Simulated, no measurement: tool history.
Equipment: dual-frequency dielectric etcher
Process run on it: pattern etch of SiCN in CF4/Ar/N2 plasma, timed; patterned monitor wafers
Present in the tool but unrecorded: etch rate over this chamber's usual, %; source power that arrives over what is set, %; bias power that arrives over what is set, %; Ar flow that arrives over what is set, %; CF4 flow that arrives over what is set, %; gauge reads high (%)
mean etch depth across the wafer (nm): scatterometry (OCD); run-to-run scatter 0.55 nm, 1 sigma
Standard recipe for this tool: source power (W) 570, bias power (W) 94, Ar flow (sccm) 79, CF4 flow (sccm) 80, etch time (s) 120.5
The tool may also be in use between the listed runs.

run,day,source power (W),bias power (W),Ar flow (sccm),CF4 flow (sccm),etch time (s),wafers since the last listed run,hours since the last wet clean,hours since the last source power generator calibration,hours since the last bias power generator calibration,hours since the last Ar flow controller change,hours since the last CF4 flow controller change,hours since the last upper electrode change,hours since the gauge calibration,"read-back reference wafer on the same gauge, depth_nm",mean etch depth across the wafer (nm)
1,0.000,570,94,79,75,120.5,0,532.2,1495.4,2239.6,2037.1,3658.4,3645.6,63.1,165.0,148.5
2,0.338,570,94,79,80,120.5,92,540.3,1503.5,2247.7,2045.2,3666.5,3653.7,71.2,165.0,149.8
3,0.783,570,94,79,80,120.5,121,551.0,1514.2,2258.4,2055.9,3677.2,3664.4,81.9,164.9,148.8
4,1.292,570,94,79,80,120.5,138,563.2,1526.4,2270.6,2068.1,3689.4,3676.6,94.1,165.2,150.4
5,1.700,570,94,79,80,120.5,111,573.0,1536.2,2280.4,2077.9,3699.2,3686.4,103.9,164.9,150.6
6,2.204,570,94,79,80,120.5,137,585.1,1548.3,2292.5,2090.0,3711.3,3698.5,116.0,164.9,151.3
7,2.529,570,94,79,80,120.5,88,592.9,1556.1,2300.3,2097.8,3719.1,3706.3,123.8,165.0,150.6
8,2.958,570,94,79,80,120.5,117,603.2,1566.4,2310.6,2108.1,3729.4,3716.6,134.1,164.9,150.8
# day 3.550: bias power generator calibrated
# day 3.592: gauge calibrated
# day 4.083: source power generator calibrated
# day 5.604: wet clean of the chamber
# day 6.396: upper electrode replaced
9,6.417,570,94,90,80,120.5,364,19.5,56.0,68.8,2191.1,3812.4,0.5,67.8,165.1,140.2
10,6.433,570,94,90,80,120.5,4,19.9,56.4,69.2,2191.5,3812.8,0.9,68.2,165.0,140.0
11,6.446,570,94,79,64,150.5,3,20.2,56.7,69.5,2191.8,3813.1,1.2,68.5,165.0,175.3
12,6.867,570,94,79,80,120.5,114,30.3,66.8,79.6,2201.9,3823.2,11.3,78.6,164.9,142.8
13,7.529,570,81,85,98,134.0,180,46.2,82.7,95.5,2217.8,3839.1,27.2,94.5,164.8,153.8
14,7.862,570,85,70,80,98.5,90,54.2,90.7,103.5,2225.8,3847.1,35.2,102.5,165.0,117.3
# day 8.604: CF4 flow controller replaced
# day 8.808: Ar flow controller replaced
15,8.829,570,104,71,80,147.0,140,77.4,113.9,126.7,0.5,5.4,58.4,125.7,165.1,184.6
16,8.875,570,111,79,74,131.0,12,78.5,115.0,127.8,1.6,6.5,59.5,126.8,165.2,164.3
# day 9.121: gauge calibrated
17,9.483,570,81,79,62,120.5,165,93.1,129.6,142.4,16.2,21.1,74.1,8.7,165.0,136.1
18,9.879,570,94,79,80,120.5,107,102.6,139.1,151.9,25.7,30.6,83.6,18.2,164.9,145.2
19,10.412,460,94,94,80,120.5,145,115.4,151.9,164.7,38.5,43.4,96.4,31.0,165.1,110.6
20,10.675,570,79,68,80,120.5,71,121.7,158.2,171.0,44.8,49.7,102.7,37.3,165.1,143.1
21,11.321,510,102,71,92,120.5,176,137.2,173.7,186.5,60.3,65.2,118.2,52.8,165.1,135.7

Below are 4 alternative next runs, each starting from the tool's condition after run 21. Predict each:
A,11.342,450,94,79,80,120.5,5,137.7,174.2,187.0,60.8,65.7,118.7,53.3,?,?
B,11.342,630,106,79,74,106.0,5,137.7,174.2,187.0,60.8,65.7,118.7,53.3,?,?
C,11.342,620,83,79,71,155.0,5,137.7,174.2,187.0,60.8,65.7,118.7,53.3,?,?
D,11.342,610,94,70,93,120.5,5,137.7,174.2,187.0,60.8,65.7,118.7,53.3,?,?

run,"read-back reference wafer on the same gauge, depth_nm",mean etch depth across the wafer (nm)
A,165.0,112.2
B,165.0,145.9
C,165.0,195.0
D,165.0,161.6
Without the tool's hidden state the same runs would have given:
run,mean etch depth across the wafer (nm)
A,111.1
B,144.4
C,193.0
D,159.9

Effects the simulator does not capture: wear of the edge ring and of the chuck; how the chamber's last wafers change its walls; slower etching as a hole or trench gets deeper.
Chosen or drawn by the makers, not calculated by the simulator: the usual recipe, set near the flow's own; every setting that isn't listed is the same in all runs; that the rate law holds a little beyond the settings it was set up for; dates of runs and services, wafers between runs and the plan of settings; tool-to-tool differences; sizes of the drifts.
